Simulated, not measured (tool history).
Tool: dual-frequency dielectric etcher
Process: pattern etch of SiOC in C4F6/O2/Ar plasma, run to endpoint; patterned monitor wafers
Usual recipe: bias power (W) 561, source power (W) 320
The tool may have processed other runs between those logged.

run	day	bias power (W)	source power (W)	wafers since the last listed run	hours since the last wet clean	hours since the last bias power generator calibration	hours since the last source power generator calibration	hours since the last upper electrode change	incoming incoming film thickness, nm	endpoint time (s)
1	0	561	370	0	219.8	1455.1	1598.4	2886	37.57	12.1
2	1.204	561	370	256	248.7	1484	1627.3	2914.9	37.7	12.1
3	2.146	561	370	200	271.3	1506.6	1649.9	2937.5	37.43	11.9
4	2.708	561	320	119	284.8	1520.1	1663.4	2951	38.07	12.8
5	3.438	561	320	155	302.3	1537.6	1680.9	2968.5	37.97	12.7
6	4.554	561	320	237	329.1	1564.4	1707.7	2995.3	37.51	12.6
7	5.762	561	320	257	358.1	1593.4	1736.7	3024.3	37.37	12.4
8	6.325	561	320	119	371.6	1606.9	1750.2	3037.8	37.5	12.4
9	7.45	561	320	239	398.6	1633.9	1777.2	3064.8	37.75	12.6
# day 8.742: wet clean of the chamber
10	8.762	561	320	66	0.5	1665.4	1808.7	3096.3	37.6	13.1
# day 10.192: upper electrode replaced
11	10.212	561	320	95	35.3	1700.2	1843.5	0.5	37.49	13
12	10.65	459	320	93	45.8	1710.7	1854	11	37.94	14.5
13	12.142	459	320	317	81.6	1746.5	1889.8	46.8	37.82	14.3
14	13.042	561	320	191	103.2	1768.1	1911.4	68.4	37.61	13
15	14.283	561	370	264	133	1797.9	1941.2	98.2	37.66	12.2
# day 14.967: bias power generator calibrated
16	15.204	633	250	160	155.1	5.7	1963.3	120.3	37.91	13.4
17	16.071	561	320	184	175.9	26.5	1984.1	141.1	37.85	12.8
18	17.108	639	340	220	200.8	51.4	2009	166	37.55	11.6
# day 17.396: source power generator calibrated
19	17.758	515	300	102	216.4	67	8.7	181.6	37.72	13.6
20	18.404	561	320	137	231.9	82.5	24.2	197.1	38.03	12.9
21	19.7	430	240	275	263	113.6	55.3	228.2	37.49	16.2
22	20.358	561	320	140	278.8	129.4	71.1	244	37.5	12.5
23	21.529	561	320	249	306.9	157.5	99.2	272.1	37.82	12.7
24	22.1	597	390	121	320.6	171.2	112.9	285.8	37.9	11.3

Run 25 is up next; what results do you expect?
25	22.721	634	270	132	335.5	186.1	127.8	300.7	37.6	?

endpoint time (s): 12.6
With the hidden condition absent and the run-to-run variation left alone, this run would have shown endpoint time (s) 13.1.
